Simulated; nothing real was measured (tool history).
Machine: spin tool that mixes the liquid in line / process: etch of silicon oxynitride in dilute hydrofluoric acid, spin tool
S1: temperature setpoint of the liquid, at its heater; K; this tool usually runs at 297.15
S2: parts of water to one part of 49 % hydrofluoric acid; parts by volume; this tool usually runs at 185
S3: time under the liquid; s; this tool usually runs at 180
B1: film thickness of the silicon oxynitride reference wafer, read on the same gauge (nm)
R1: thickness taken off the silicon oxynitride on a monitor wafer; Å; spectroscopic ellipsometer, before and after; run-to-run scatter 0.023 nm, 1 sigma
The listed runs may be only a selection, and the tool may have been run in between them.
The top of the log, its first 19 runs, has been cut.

run,day,S1,S2,S3,B1,R1
20,8.708,299.65,270,270,99.989,30.9
21,9.45,297.15,185,180,100.03,29.64
22,10.167,298.65,275,135,99.984,14.8
# day 10.558: gauge calibrated
23,10.625,297.15,215,180,99.994,24.84
24,10.9,297.15,100,180,100.013,57.06
25,11.429,297.15,185,90,99.987,14.74
# day 11.608: hydrofluoric acid flow meter replaced, repeated, since the last time left the tool worse
26,11.854,297.15,185,180,100.004,25.07
27,12.279,301.65,185,180,100.001,30.74
28,12.571,297.15,185,180,99.995,25.09
29,14.071,295.15,225,260,100.007,26.18
30,14.371,297.15,110,80,100.015,19.76
31,15.062,297.15,185,180,99.98,24.82
32,15.467,297.15,185,180,99.986,25.33

What if the next run were any one of these 5? Each begins from the tool's condition after run 32:
A,15.488,297.15,185,180,?,?
B,15.488,297.15,185,120,?,?
C,15.488,297.15,185,285,?,?
D,15.488,301.65,245,150,?,?
E,15.488,294.65,110,250,?,?

run,B1,R1
A,99.982,25.15
B,99.982,16.76
C,99.982,39.82
D,99.982,18.34
E,99.982,55.32
Stripped of hidden state, with their random variation kept, the same runs would have yielded:
run,R1
A,24.82
B,16.55
C,39.3
D,18.09
E,54.65

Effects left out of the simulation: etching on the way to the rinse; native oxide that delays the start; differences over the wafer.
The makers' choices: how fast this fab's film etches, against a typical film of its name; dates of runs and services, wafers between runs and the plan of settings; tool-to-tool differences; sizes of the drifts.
